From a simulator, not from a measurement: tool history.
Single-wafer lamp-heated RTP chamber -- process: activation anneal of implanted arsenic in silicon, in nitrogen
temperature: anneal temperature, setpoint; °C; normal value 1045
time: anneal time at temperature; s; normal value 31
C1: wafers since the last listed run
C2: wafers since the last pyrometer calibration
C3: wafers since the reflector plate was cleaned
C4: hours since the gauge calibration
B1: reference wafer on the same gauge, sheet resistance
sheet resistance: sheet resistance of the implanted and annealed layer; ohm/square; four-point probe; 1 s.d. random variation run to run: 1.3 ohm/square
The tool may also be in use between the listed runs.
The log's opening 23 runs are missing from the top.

{"run": 24, "hour": 1254.7, "temperature": 1045, "time": 26, "C1": 428, "C2": 569, "C3": 2252, "C4": 265.7, "B1": 422.87, "sheet resistance": 383.86}
{"run": 25, "hour": 1283.5, "temperature": 1036, "time": 13, "C1": 275, "C2": 845, "C3": 2528, "C4": 294.5, "B1": 423.12, "sheet resistance": 405.09}
{"run": 26, "hour": 1338.6, "temperature": 1018, "time": 24, "C1": 527, "C2": 1372, "C3": 3055, "C4": 349.6, "B1": 422.72, "sheet resistance": 399.87}
{"run": 27, "hour": 1390.6, "temperature": 1045, "time": 31, "C1": 497, "C2": 1870, "C3": 3553, "C4": 401.6, "B1": 423.03, "sheet resistance": 379.53}
{"run": 28, "hour": 1416.2, "temperature": 1045, "time": 31, "C1": 245, "C2": 2115, "C3": 3798, "C4": 427.2, "B1": 423.17, "sheet resistance": 377.16}
{"run": 29, "hour": 1478.7, "temperature": 1028, "time": 49, "C1": 598, "C2": 2713, "C3": 4396, "C4": 489.7, "B1": 423.21, "sheet resistance": 376.61}
{"run": 30, "hour": 1513.5, "temperature": 1021, "time": 42, "C1": 333, "C2": 3046, "C3": 4729, "C4": 524.5, "B1": 422.9, "sheet resistance": 385.43}
{"hour": 1533.9, "done": "reflector plate cleaned"}
{"run": 31, "hour": 1557.0, "temperature": 1045, "time": 31, "C1": 339, "C2": 3386, "C3": 221, "C4": 568.0, "B1": 423.3, "sheet resistance": 382.18}
{"run": 32, "hour": 1626.7, "temperature": 1045, "time": 22, "C1": 667, "C2": 4053, "C3": 888, "C4": 637.7, "B1": 422.88, "sheet resistance": 390.87}
{"hour": 1650.2, "done": "pyrometer window cleaned and pyrometer calibrated"}
{"run": 33, "hour": 1725.7, "temperature": 1070, "time": 23, "C1": 871, "C2": 722, "C3": 1759, "C4": 736.7, "B1": 423.08, "sheet resistance": 374.08}
{"run": 34, "hour": 1774.3, "temperature": 1033, "time": 22, "C1": 465, "C2": 1188, "C3": 2224, "C4": 785.3, "B1": 423.47, "sheet resistance": 394.37}
{"run": 35, "hour": 1813.4, "temperature": 1023, "time": 14, "C1": 374, "C2": 1562, "C3": 2599, "C4": 824.4, "B1": 423.06, "sheet resistance": 410.51}
{"run": 36, "hour": 1872.4, "temperature": 1028, "time": 49, "C1": 564, "C2": 2127, "C3": 3163, "C4": 883.4, "B1": 422.77, "sheet resistance": 375.53}

4 options for the next run, each taken on its own from the tool as it stands now. Forecast them:
{"run": "A", "hour": 1872.8, "temperature": 1045, "time": 31, "C1": 3, "C2": 2130, "C3": 3167, "C4": 883.8, "B1": "?", "sheet resistance": "?"}
{"run": "B", "hour": 1872.8, "temperature": 1058, "time": 47, "C1": 3, "C2": 2130, "C3": 3167, "C4": 883.8, "B1": "?", "sheet resistance": "?"}
{"run": "C", "hour": 1872.8, "temperature": 1045, "time": 39, "C1": 3, "C2": 2130, "C3": 3167, "C4": 883.8, "B1": "?", "sheet resistance": "?"}
{"run": "D", "hour": 1872.8, "temperature": 1053, "time": 19, "C1": 3, "C2": 2130, "C3": 3167, "C4": 883.8, "B1": "?", "sheet resistance": "?"}

run=A B1=422.70 sheet_resistance=379.45
run=B B1=422.70 sheet_resistance=361.53
run=C B1=422.70 sheet_resistance=373.81
run=D B1=422.70 sheet_resistance=386.77
What these runs would have given with no unlogged condition in the tool:
run=A sheet_resistance=383.54
run=B sheet_resistance=365.93
run=C sheet_resistance=377.98
run=D sheet_resistance=390.72
